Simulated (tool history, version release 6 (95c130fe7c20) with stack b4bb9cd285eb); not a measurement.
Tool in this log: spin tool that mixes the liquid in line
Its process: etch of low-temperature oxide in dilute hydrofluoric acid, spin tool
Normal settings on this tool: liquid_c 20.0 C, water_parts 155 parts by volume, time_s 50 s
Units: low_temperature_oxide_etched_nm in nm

run,day,liquid_c,water_parts,time_s,"read-back film thickness of the low-temperature oxide reference wafer, read on the same gauge (nm)",low_temperature_oxide_etched_nm
1,0.000,20.0,155,50,40.02,10.32
2,3.612,20.0,155,50,40.01,10.51
3,7.712,20.0,155,50,40.01,10.64
4,10.450,20.0,155,60,40.00,12.85
# day 10.746: hydrofluoric acid flow meter replaced
5,12.550,20.0,155,60,39.98,12.46
6,15.896,20.0,115,50,40.02,15.02
7,18.342,20.0,115,50,40.03,14.90
8,20.204,20.0,115,50,40.02,14.77
9,24.662,20.0,155,65,39.98,13.70
# day 27.204: thermometer replaced
10,28.112,20.0,155,50,40.02,9.74
11,31.929,20.0,155,50,40.00,9.58
12,33.833,20.0,155,50,39.99,9.74
# day 34.271: hydrofluoric acid flow meter replaced
13,36.712,20.0,155,50,40.01,9.57
14,40.275,20.0,155,50,40.00,9.75
15,42.992,20.0,155,50,40.02,9.81
16,46.704,20.0,155,60,40.02,11.89
17,51.162,25.0,155,50,40.00,12.13

Expected results for the next run?
# day 52.304: gauge calibrated
18,53.996,18.5,185,50,?,?

{"run 18": {"read-back film thickness of the low-temperature oxide reference wafer, read on the same gauge (nm)": 40.03, "low_temperature_oxide_etched_nm": 7.56}}
Without the tool's hidden state the same run would have given low_temperature_oxide_etched_nm 7.29 nm.
